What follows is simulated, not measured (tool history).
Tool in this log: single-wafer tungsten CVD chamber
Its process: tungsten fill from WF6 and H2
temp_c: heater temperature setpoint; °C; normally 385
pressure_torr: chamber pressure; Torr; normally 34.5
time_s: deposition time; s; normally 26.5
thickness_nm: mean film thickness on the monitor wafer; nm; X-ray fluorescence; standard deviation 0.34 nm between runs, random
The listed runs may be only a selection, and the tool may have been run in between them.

run,hour,temp_c,pressure_torr,time_s,"read-back reference wafer on the same gauge, thickness_nm",thickness_nm
1,0,385,34.5,24.6,67.695,67.775
2,64.5,385,34.5,24.6,67.599,67.668
3,153.1,385,34.5,26.5,67.729,73.057
4,217.2,385,34.5,26.5,67.565,73.136
5,260.6,385,34.5,26.5,67.676,73.434
6,303.4,385,34.5,26.5,67.7,73.242
7,375.4,385,34.5,26.5,67.804,74.101
8,446.3,385,34.5,26.5,67.644,73.384
# hour 513.7: showerhead replaced
9,514.2,385,34.5,26.5,67.57,73.664
10,599,385,34.5,26.5,67.67,73.959
11,667.7,385,39.8,26.5,67.664,79.408
# hour 719.2: thermocouple changed; heater temperature recalibrated
12,750.3,385,40.2,21.7,67.743,58.266
13,849.2,375,29.5,28.7,67.785,53.545
# hour 868.6: gauge calibrated
14,916.9,385,26.7,21.3,67.742,48.327
15,975.6,377,41.5,30.7,67.699,72.147
16,1097.5,375,38.9,21.4,67.598,46.99
17,1169,385,34.5,26.5,67.678,69.415

For run 18, what comes out?
# hour 1243.2: capacitance manometer re-zeroed and calibrated
18,1243.7,376,34.5,28.3,?,?

read-back reference wafer on the same gauge, thickness_nm: 67.726
thickness_nm: 58.574 nm
On a tool with no hidden condition, and with the same random variation, this run would have come out at thickness_nm 55.682 nm.
